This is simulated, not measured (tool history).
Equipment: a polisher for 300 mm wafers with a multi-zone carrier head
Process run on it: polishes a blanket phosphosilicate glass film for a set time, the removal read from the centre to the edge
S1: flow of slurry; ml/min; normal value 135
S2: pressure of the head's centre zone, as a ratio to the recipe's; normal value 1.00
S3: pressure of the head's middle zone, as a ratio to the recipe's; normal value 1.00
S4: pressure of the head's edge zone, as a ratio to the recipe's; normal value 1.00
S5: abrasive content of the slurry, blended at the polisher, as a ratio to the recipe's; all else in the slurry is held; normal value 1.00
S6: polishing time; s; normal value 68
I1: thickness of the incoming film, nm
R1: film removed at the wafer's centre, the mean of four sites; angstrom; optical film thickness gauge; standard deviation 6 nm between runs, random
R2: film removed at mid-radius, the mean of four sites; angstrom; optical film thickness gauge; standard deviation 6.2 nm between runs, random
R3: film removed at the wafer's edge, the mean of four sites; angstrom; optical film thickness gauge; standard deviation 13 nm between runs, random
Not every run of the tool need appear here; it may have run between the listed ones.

| run | hour | S1 | S2 | S3 | S4 | S5 | S6 | I1 | R1 | R2 | R3 |
|---|---|---|---|---|---|---|---|---|---|---|---|
| 1 | 0.0 | 135 | 1.00 | 1.00 | 1.00 | 1.00 | 68 | 2162.4 | 7739 | 7650 | 7813 |
|  | 23.2 | carrier head's membrane replaced by a new one |
| 2 | 67.7 | 135 | 1.00 | 1.00 | 1.00 | 1.00 | 68 | 2223.6 | 7716 | 7572 | 7491 |
|  | 146.1 | slurry nozzle cleaned |
| 3 | 156.6 | 155 | 1.00 | 0.94 | 1.00 | 1.00 | 68 | 2190.1 | 7828 | 7354 | 7792 |
|  | 180.2 | centre zone pressure recalibrated |
| 4 | 213.5 | 155 | 1.00 | 1.00 | 0.89 | 1.00 | 68 | 2217.0 | 7799 | 7605 | 7481 |
|  | 250.9 | worn pad replaced by a new one, repeated, since the last time left the tool worse |
|  | 252.4 | edge zone pressure recalibrated |
| 5 | 350.9 | 135 | 1.00 | 1.00 | 1.00 | 1.00 | 68 | 2187.5 | 9040 | 9075 | 9127 |
| 6 | 425.9 | 135 | 1.11 | 0.93 | 1.05 | 0.85 | 68 | 2228.7 | 9340 | 7809 | 8612 |
| 7 | 490.0 | 135 | 1.00 | 0.90 | 0.90 | 1.00 | 68 | 2216.6 | 8933 | 8131 | 8600 |
|  | 556.4 | carrier head's membrane replaced by a new one |
| 8 | 556.9 | 135 | 1.04 | 1.00 | 1.00 | 1.00 | 91 | 2245.5 | 12247 | 11649 | 11841 |
| 9 | 635.9 | 135 | 1.00 | 1.00 | 1.00 | 1.00 | 68 | 2201.9 | 8805 | 8737 | 8790 |
|  | 691.3 | slurry nozzle cleaned |
| 10 | 694.4 | 135 | 1.00 | 1.00 | 1.00 | 1.00 | 46 | 2235.8 | 5868 | 5811 | 5971 |
| 11 | 739.1 | 135 | 1.04 | 1.08 | 1.00 | 1.00 | 68 | 2222.8 | 9006 | 9146 | 8603 |
|  | 771.9 | worn pad replaced by a new one |
| 12 | 815.3 | 90 | 1.00 | 1.00 | 1.00 | 0.85 | 68 | 2230.5 | 7462 | 7528 | 7765 |
|  | 893.1 | centre zone pressure recalibrated |
| 13 | 903.2 | 135 | 1.00 | 1.00 | 1.11 | 1.20 | 68 | 2226.3 | 9767 | 9574 | 10139 |
| 14 | 967.5 | 135 | 1.00 | 1.00 | 1.00 | 1.00 | 68 | 2199.9 | 8910 | 8820 | 8931 |
| 15 | 1194.0 | 135 | 0.95 | 1.00 | 1.00 | 1.00 | 68 | 2183.6 | 8326 | 8614 | 8810 |
|  | 1220.3 | slurry nozzle cleaned |
|  | 1231.1 | carrier head's membrane replaced by a new one |
| 16 | 1265.6 | 100 | 1.00 | 1.00 | 1.06 | 1.25 | 68 | 2179.6 | 8692 | 8768 | 9185 |
| 17 | 1345.0 | 180 | 1.00 | 1.07 | 1.00 | 1.00 | 68 | 2199.2 | 9141 | 9444 | 8862 |
|  | 1386.3 | worn pad replaced by a new one |
| 18 | 1420.3 | 135 | 1.00 | 1.00 | 1.00 | 1.00 | 68 | 2239.4 | 9104 | 9067 | 9134 |
|  | 1504.8 | centre zone pressure recalibrated |
|  | 1509.7 | edge zone pressure recalibrated |
| 19 | 1526.3 | 135 | 1.08 | 1.00 | 1.00 | 1.00 | 68 | 2184.4 | 9614 | 8795 | 9058 |
| 20 | 1624.6 | 135 | 1.00 | 1.11 | 1.00 | 1.00 | 85 | 2201.5 | 11004 | 12101 | 10895 |
| 21 | 1667.8 | 135 | 1.00 | 1.11 | 1.00 | 1.00 | 85 | 2233.1 | 11127 | 11966 | 10932 |

4 options for the next run, each taken on its own from the tool as it stands now. Forecast them:
| A | 1668.2 | 135 | 1.00 | 1.00 | 1.00 | 1.00 | 68 | 2194.3 | ? | ? | ? |
| B | 1668.2 | 90 | 1.00 | 0.96 | 1.00 | 1.00 | 68 | 2194.3 | ? | ? | ? |
| C | 1668.2 | 135 | 1.00 | 1.11 | 1.07 | 0.70 | 58 | 2194.3 | ? | ? | ? |
| D | 1668.2 | 135 | 1.00 | 1.05 | 1.00 | 0.75 | 75 | 2194.3 | ? | ? | ? |

| run | R1 | R2 | R3 |
|---|---|---|---|
| A | 8861 | 8833 | 8940 |
| B | 7715 | 7566 | 8239 |
| C | 6440 | 7009 | 6658 |
| D | 8601 | 8932 | 8669 |
Take away the tool's hidden state, keep each run's random variation, and the runs would have read:
| run | R1 | R2 | R3 |
|---|---|---|---|
| A | 9175 | 9146 | 9257 |
| B | 7989 | 7834 | 8531 |
| C | 6668 | 7258 | 6894 |
| D | 8905 | 9249 | 8976 |
